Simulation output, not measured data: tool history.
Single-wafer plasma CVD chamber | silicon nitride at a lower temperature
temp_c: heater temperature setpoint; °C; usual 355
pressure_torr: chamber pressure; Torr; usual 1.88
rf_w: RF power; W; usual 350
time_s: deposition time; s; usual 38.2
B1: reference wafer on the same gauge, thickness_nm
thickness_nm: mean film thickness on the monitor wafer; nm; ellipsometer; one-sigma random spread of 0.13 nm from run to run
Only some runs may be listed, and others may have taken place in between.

run 1 hour=0 | temp_c=355 pressure_torr=1.88 rf_w=350 time_s=38.2 | B1=61.8 | thickness_nm=54.322
run 2 hour=8 | temp_c=355 pressure_torr=1.88 rf_w=350 time_s=38.2 | B1=61.759 | thickness_nm=54.177
run 3 hour=17.3 | temp_c=365 pressure_torr=1.88 rf_w=350 time_s=41.2 | B1=61.803 | thickness_nm=58.372
-- hour=29.9 thermocouple changed; heater temperature recalibrated
run 4 hour=30.4 | temp_c=355 pressure_torr=1.88 rf_w=350 time_s=33.8 | B1=61.728 | thickness_nm=48.015
-- hour=41.3 RF generator calibrated
run 5 hour=41.8 | temp_c=355 pressure_torr=1.88 rf_w=350 time_s=38.2 | B1=61.799 | thickness_nm=56.667
run 6 hour=48.7 | temp_c=355 pressure_torr=1.88 rf_w=350 time_s=38.2 | B1=61.849 | thickness_nm=57.01
run 7 hour=56.6 | temp_c=366 pressure_torr=1.48 rf_w=285 time_s=38.2 | B1=61.759 | thickness_nm=46.95
run 8 hour=72.1 | temp_c=362 pressure_torr=2.05 rf_w=350 time_s=43.1 | B1=61.795 | thickness_nm=65.784
run 9 hour=78.7 | temp_c=355 pressure_torr=1.88 rf_w=350 time_s=38.2 | B1=61.804 | thickness_nm=56.953
-- hour=93.2 capacitance manometer re-zeroed and calibrated
run 10 hour=93.7 | temp_c=355 pressure_torr=1.75 rf_w=395 time_s=35 | B1=61.819 | thickness_nm=54.241
run 11 hour=104 | temp_c=355 pressure_torr=1.88 rf_w=350 time_s=38.2 | B1=61.778 | thickness_nm=56.822
run 12 hour=121.8 | temp_c=348 pressure_torr=1.88 rf_w=350 time_s=38.2 | B1=61.809 | thickness_nm=57.016
-- hour=128.2 gauge calibrated
run 13 hour=131.8 | temp_c=351 pressure_torr=1.54 rf_w=350 time_s=33.1 | B1=61.751 | thickness_nm=46.014
run 14 hour=144.7 | temp_c=355 pressure_torr=1.88 rf_w=350 time_s=31.7 | B1=61.794 | thickness_nm=47.05
run 15 hour=158.6 | temp_c=355 pressure_torr=1.88 rf_w=350 time_s=38.2 | B1=61.835 | thickness_nm=56.743
run 16 hour=176.5 | temp_c=355 pressure_torr=1.88 rf_w=350 time_s=32.4 | B1=61.845 | thickness_nm=47.908
run 17 hour=192.1 | temp_c=368 pressure_torr=1.88 rf_w=350 time_s=32.6 | B1=61.824 | thickness_nm=47.957
run 18 hour=209.7 | temp_c=355 pressure_torr=1.88 rf_w=350 time_s=38.2 | B1=61.728 | thickness_nm=56.509
run 19 hour=225.3 | temp_c=348 pressure_torr=1.88 rf_w=350 time_s=40.3 | B1=61.828 | thickness_nm=59.731
run 20 hour=234.8 | temp_c=355 pressure_torr=1.88 rf_w=350 time_s=38.2 | B1=61.777 | thickness_nm=56.528
run 21 hour=244.4 | temp_c=355 pressure_torr=1.88 rf_w=350 time_s=38.2 | B1=61.766 | thickness_nm=56.192
run 22 hour=259.5 | temp_c=355 pressure_torr=1.88 rf_w=370 time_s=38.2 | B1=61.812 | thickness_nm=57.844
run 23 hour=273.7 | temp_c=355 pressure_torr=2.18 rf_w=350 time_s=38.2 | B1=61.847 | thickness_nm=58.899
run 24 hour=287 | temp_c=369 pressure_torr=2.16 rf_w=290 time_s=31.5 | B1=61.797 | thickness_nm=43.445
run 25 hour=304.2 | temp_c=355 pressure_torr=1.88 rf_w=295 time_s=38.2 | B1=61.797 | thickness_nm=51.438
run 26 hour=316.4 | temp_c=355 pressure_torr=2.29 rf_w=285 time_s=38.2 | B1=61.804 | thickness_nm=53.577
run 27 hour=328.7 | temp_c=355 pressure_torr=1.45 rf_w=350 time_s=34.9 | B1=61.785 | thickness_nm=47.036
run 28 hour=338.7 | temp_c=363 pressure_torr=2.32 rf_w=370 time_s=33.9 | B1=61.785 | thickness_nm=54.251
run 29 hour=346 | temp_c=355 pressure_torr=1.88 rf_w=350 time_s=38.2 | B1=61.744 | thickness_nm=56.203

List, for all runs, the conditions of the tool that the log does not record:
wafer temperature above the value expected at the setpoint (K): 0 in every run
true pressure above the setpoint (%): 0 in every run
gauge reads high (%): 0 in every run
H1: delivered RF power above the setpoint (%)
run=1 H1=-9.34
run=2 H1=-9.34
run=3 H1=-9.35
run=4 H1=-9.36
run=5 H1=-0.442
run=6 H1=-0.529
run=7 H1=-0.627
run=8 H1=-0.817
run=9 H1=-0.896
run=10 H1=-1.07
run=11 H1=-1.19
run=12 H1=-1.4
run=13 H1=-1.51
run=14 H1=-1.65
run=15 H1=-1.8
run=16 H1=-1.98
run=17 H1=-2.14
run=18 H1=-2.32
run=19 H1=-2.47
run=20 H1=-2.56
run=21 H1=-2.65
run=22 H1=-2.79
run=23 H1=-2.92
run=24 H1=-3.04
run=25 H1=-3.18
run=26 H1=-3.29
run=27 H1=-3.39
run=28 H1=-3.47
run=29 H1=-3.53
